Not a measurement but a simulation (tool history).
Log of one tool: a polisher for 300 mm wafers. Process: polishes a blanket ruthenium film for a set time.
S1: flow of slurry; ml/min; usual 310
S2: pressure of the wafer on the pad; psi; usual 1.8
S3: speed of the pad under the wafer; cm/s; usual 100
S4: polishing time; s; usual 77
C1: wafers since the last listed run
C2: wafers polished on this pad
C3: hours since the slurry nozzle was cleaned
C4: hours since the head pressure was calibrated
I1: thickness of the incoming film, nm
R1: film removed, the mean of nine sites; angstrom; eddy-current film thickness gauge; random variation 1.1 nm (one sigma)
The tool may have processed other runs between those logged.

run    hour   S1   S2   S3  S4    C1    C2     C3     C4     I1   R1
  1     0.0  310  1.3  100  77     0   244  537.1  780.8  598.2  594
       34.8  -- slurry nozzle cleaned
       72.8  -- head pressure recalibrated
  2    89.8  310  1.8  100  77   794  1038   55.0   17.0  599.7  785
  3   184.0  310  1.8  100  77   862  1901  149.2  111.2  596.7  744
      268.8  -- worn pad replaced by a new one
  4   276.7  310  1.8  100  77   812    72  241.9  203.9  589.9  829
  5   334.2  230  1.8  100  77   526   598  299.4  261.4  598.3  776
  6   407.4  230  1.8  100  77   670  1268  372.6  334.6  580.5  761
  7   461.4  310  1.6  100  77   494  1763  426.6  388.6  590.5  683
      543.5  -- slurry nozzle cleaned
      551.4  -- worn pad replaced by a new one
  8   563.6  310  1.8  100  77   889   111   20.1  490.8  586.8  809
  9   601.1  310  1.8  100  77   343   454   57.6  528.3  582.9  817
 10   664.7  310  1.8  100  77   582  1037  121.2  591.9  596.6  797
 11   732.6  310  2.2  100  77   621  1658  189.1  659.8  600.0  944
 12   812.9  395  1.8  100  77   735  2393  269.4  740.1  579.7  759
      847.1  -- worn pad replaced by a new one
 13   908.3  365  2.2  100  77   836   560  364.8  835.5  597.9  989
      925.2  -- head pressure recalibrated
 14  1116.6  420  1.8  100  87  1888  2448  573.1  191.4  597.0  835
     1146.4  -- slurry nozzle cleaned
     1186.4  -- worn pad replaced by a new one
 15  1186.9  310  1.8  100  77   597     4   40.5  261.7  591.4  815
 16  1263.0  310  1.8  100  77   696   701  116.6  337.8  579.6  821
 17  1306.3  310  1.8  100  77   396  1097  159.9  381.1  588.9  802
 18  1381.9  390  2.3   86  56   692  1789  235.5  456.7  578.5  686
 19  1476.1  310  1.8  100  77   862  2652  329.7  550.9  587.7  758
     1486.3  -- worn pad replaced by a new one
 20  1532.0  360  1.8  122  77   475   418  385.6  606.8  584.8  924

For each run, what was the tool's unlogged condition?
slurry flow missing at the pad, %: 0 at every run
deviation of the head's pressure from its setpoint, %: 0 at every run
H1: removal rate lost through wear of the pad, %
run     H1
  1   3.12
  2   6.64
  3   10.3
  4  0.613
  5   2.87
  6   5.73
  7   7.85
  8   1.48
  9   2.95
 10   5.44
 11    8.1
 12   11.2
 13   4.14
 14   12.3
 15  0.767
 16   3.75
 17   5.44
 18    8.4
 19   12.1
 20   2.18
